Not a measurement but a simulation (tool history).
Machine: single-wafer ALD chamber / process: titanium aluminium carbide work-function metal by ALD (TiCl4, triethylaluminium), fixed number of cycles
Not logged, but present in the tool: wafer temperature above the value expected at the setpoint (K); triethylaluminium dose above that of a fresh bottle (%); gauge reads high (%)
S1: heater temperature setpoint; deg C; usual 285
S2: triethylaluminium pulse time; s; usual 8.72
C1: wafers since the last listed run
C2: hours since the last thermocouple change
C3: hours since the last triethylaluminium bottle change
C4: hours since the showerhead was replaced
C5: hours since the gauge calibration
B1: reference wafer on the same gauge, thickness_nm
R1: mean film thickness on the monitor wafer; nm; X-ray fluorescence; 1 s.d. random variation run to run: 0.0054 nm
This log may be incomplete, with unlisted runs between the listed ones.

run,hour,S1,S2,C1,C2,C3,C4,C5,B1,R1
1,0.0,285,8.72,0,2443.9,404.6,3384.5,177.3,2.093,1.965
2,7.9,285,8.72,106,2451.8,412.5,3392.4,185.2,2.092,1.949
3,25.9,285,8.72,241,2469.8,430.5,3410.4,203.2,2.086,1.953
4,39.3,276,8.72,180,2483.2,443.9,3423.8,216.6,2.091,1.879
5,54.3,276,8.72,201,2498.2,458.9,3438.8,231.6,2.090,1.877
6,69.3,285,10.44,201,2513.2,473.9,3453.8,246.6,2.091,2.005
7,84.1,285,8.72,198,2528.0,488.7,3468.6,261.4,2.092,1.943
8,91.4,285,8.72,98,2535.3,496.0,3475.9,268.7,2.091,1.936
9,102.5,285,8.72,149,2546.4,507.1,3487.0,279.8,2.092,1.945
10,119.1,285,8.72,223,2563.0,523.7,3503.6,296.4,2.091,1.938
11,126.1,296,9.90,94,2570.0,530.7,3510.6,303.4,2.092,2.076
12,133.2,285,8.72,95,2577.1,537.8,3517.7,310.5,2.092,1.931
13,150.9,285,8.72,237,2594.8,555.5,3535.4,328.2,2.092,1.932
14,166.8,285,8.72,213,2610.7,571.4,3551.3,344.1,2.090,1.925
15,182.3,275,8.72,208,2626.2,586.9,3566.8,359.6,2.091,1.836
16,189.6,275,8.72,98,2633.5,594.2,3574.1,366.9,2.089,1.848
17,196.0,292,11.15,85,2639.9,600.6,3580.5,373.3,2.092,2.070
# hour 211.2: triethylaluminium bottle replaced
18,211.7,272,11.70,103,2655.6,0.5,3596.2,389.0,2.090,1.945
19,221.4,285,11.12,130,2665.3,10.2,3605.9,398.7,2.089,2.035
20,231.4,285,5.70,134,2675.3,20.2,3615.9,408.7,2.090,1.788
21,247.5,271,6.73,216,2691.4,36.3,3632.0,424.8,2.089,1.775
22,262.0,272,11.70,194,2705.9,50.8,3646.5,439.3,2.091,1.929
# hour 275.0: thermocouple changed; heater temperature recalibrated
23,278.7,285,8.72,116,3.7,67.5,3663.2,456.0,2.091,1.974
# hour 293.3: gauge calibrated
# hour 299.7: showerhead replaced
24,300.2,296,9.90,181,25.2,89.0,0.5,6.9,2.090,2.097
25,307.7,281,10.26,100,32.7,96.5,8.0,14.4,2.088,1.986
26,337.0,285,10.58,393,62.0,125.8,37.3,43.7,2.089,2.029
27,345.2,296,10.50,110,70.2,134.0,45.5,51.9,2.092,2.116
28,352.3,293,10.48,95,77.3,141.1,52.6,59.0,2.089,2.088
29,361.5,292,12.15,123,86.5,150.3,61.8,68.2,2.090,2.097
30,372.1,278,9.91,142,97.1,160.9,72.4,78.8,2.089,1.958
31,387.3,275,9.93,204,112.3,176.1,87.6,94.0,2.088,1.929
32,395.8,299,7.48,114,120.8,184.6,96.1,102.5,2.087,2.026

What if the next run were any one of these 4? Each begins from the tool's condition after run 32:
A,396.2,285,8.72,5,121.2,185.0,96.5,102.9,?,?
B,396.2,273,7.58,5,121.2,185.0,96.5,102.9,?,?
C,396.2,292,11.79,5,121.2,185.0,96.5,102.9,?,?
D,396.2,294,5.87,5,121.2,185.0,96.5,102.9,?,?

run,B1,R1
A,2.092,1.980
B,2.092,1.836
C,2.092,2.109
D,2.092,1.870
Take away the tool's hidden state, keep each run's random variation, and the runs would have read:
run,R1
A,1.989
B,1.846
C,2.114
D,1.887
